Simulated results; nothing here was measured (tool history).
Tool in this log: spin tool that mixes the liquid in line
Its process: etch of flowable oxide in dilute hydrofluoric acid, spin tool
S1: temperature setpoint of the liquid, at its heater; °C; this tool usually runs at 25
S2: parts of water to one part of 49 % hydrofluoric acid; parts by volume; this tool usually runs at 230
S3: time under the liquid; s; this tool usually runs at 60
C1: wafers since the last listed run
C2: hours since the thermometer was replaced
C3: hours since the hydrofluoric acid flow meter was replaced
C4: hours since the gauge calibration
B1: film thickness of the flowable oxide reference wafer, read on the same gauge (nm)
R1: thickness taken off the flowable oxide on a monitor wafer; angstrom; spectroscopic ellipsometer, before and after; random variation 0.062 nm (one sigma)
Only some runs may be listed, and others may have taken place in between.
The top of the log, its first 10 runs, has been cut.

| run | hour | S1 | S2 | S3 | C1 | C2 | C3 | C4 | B1 | R1 |
|---|---|---|---|---|---|---|---|---|---|---|
| 11 | 157.7 | 25 | 230 | 60 | 70 | 1111.6 | 346.1 | 263.7 | 49.98 | 89.5 |
| 12 | 172.9 | 25 | 230 | 60 | 136 | 1126.8 | 361.3 | 278.9 | 50.01 | 89.4 |
| 13 | 182.1 | 25 | 230 | 60 | 82 | 1136 | 370.5 | 288.1 | 49.99 | 89.9 |
| 14 | 188.7 | 25 | 230 | 60 | 59 | 1142.6 | 377.1 | 294.7 | 50.02 | 90.3 |
| 15 | 200.8 | 25 | 125 | 60 | 108 | 1154.7 | 389.2 | 306.8 | 50.01 | 183.9 |
|  | 207.2 | gauge calibrated |
| 16 | 227.6 | 25 | 230 | 60 | 240 | 1181.5 | 416 | 20.4 | 50.04 | 89.3 |
|  | 231.6 | hydrofluoric acid flow meter replaced |
| 17 | 243.6 | 25 | 285 | 60 | 134 | 1197.5 | 12 | 36.4 | 50.01 | 68.3 |
| 18 | 254.5 | 25 | 150 | 45 | 97 | 1208.4 | 22.9 | 47.3 | 49.99 | 111.6 |
| 19 | 267.8 | 25 | 230 | 50 | 119 | 1221.7 | 36.2 | 60.6 | 49.98 | 73.3 |
| 20 | 278.3 | 21.5 | 230 | 75 | 94 | 1232.2 | 46.7 | 71.1 | 50 | 98.1 |
| 21 | 293.3 | 21 | 330 | 60 | 134 | 1247.2 | 61.7 | 86.1 | 50 | 48.3 |
| 22 | 313.3 | 28 | 230 | 75 | 179 | 1267.2 | 81.7 | 106.1 | 50.01 | 124.2 |
| 23 | 323.9 | 25 | 230 | 60 | 95 | 1277.8 | 92.3 | 116.7 | 49.99 | 87.8 |
|  | 327.9 | thermometer replaced |
| 24 | 340.2 | 27 | 230 | 60 | 137 | 12.3 | 108.6 | 133 | 50.03 | 101.6 |
| 25 | 356.4 | 20.5 | 145 | 60 | 145 | 28.5 | 124.8 | 149.2 | 49.96 | 138.6 |
| 26 | 373.6 | 25 | 230 | 60 | 154 | 45.7 | 142 | 166.4 | 50.04 | 94.9 |
| 27 | 386.4 | 21 | 230 | 50 | 114 | 58.5 | 154.8 | 179.2 | 49.97 | 67.7 |
| 28 | 398.7 | 25 | 175 | 60 | 110 | 70.8 | 167.1 | 191.5 | 49.99 | 132.4 |
| 29 | 415.2 | 25 | 230 | 30 | 147 | 87.3 | 183.6 | 208 | 50.01 | 47 |
| 30 | 431.9 | 23.5 | 285 | 30 | 149 | 104 | 200.3 | 224.7 | 50.04 | 33.8 |
| 31 | 445.8 | 27 | 325 | 95 | 124 | 117.9 | 214.2 | 238.6 | 49.99 | 103.4 |
| 32 | 462.4 | 21 | 230 | 95 | 148 | 134.5 | 230.8 | 255.2 | 49.99 | 127.9 |
| 33 | 475.8 | 25 | 230 | 60 | 120 | 147.9 | 244.2 | 268.6 | 49.99 | 94.4 |

Here are 5 independent what-if runs from the current tool condition. What would each one return?
| A | 476.2 | 25 | 230 | 60 | 3 | 148.3 | 244.6 | 269 | ? | ? |
| B | 476.2 | 22.5 | 230 | 95 | 3 | 148.3 | 244.6 | 269 | ? | ? |
| C | 476.2 | 20.5 | 265 | 80 | 3 | 148.3 | 244.6 | 269 | ? | ? |
| D | 476.2 | 25 | 165 | 60 | 3 | 148.3 | 244.6 | 269 | ? | ? |
| E | 476.2 | 28 | 230 | 60 | 3 | 148.3 | 244.6 | 269 | ? | ? |

| run | B1 | R1 |
|---|---|---|
| A | 49.99 | 94.2 |
| B | 49.99 | 136.1 |
| C | 49.99 | 89.3 |
| D | 49.99 | 140.9 |
| E | 49.99 | 104.7 |
Without the tool's unlogged condition, the same runs would have read:
| run | R1 |
|---|---|
| A | 95.7 |
| B | 138.4 |
| C | 90.8 |
| D | 143.4 |
| E | 106.4 |
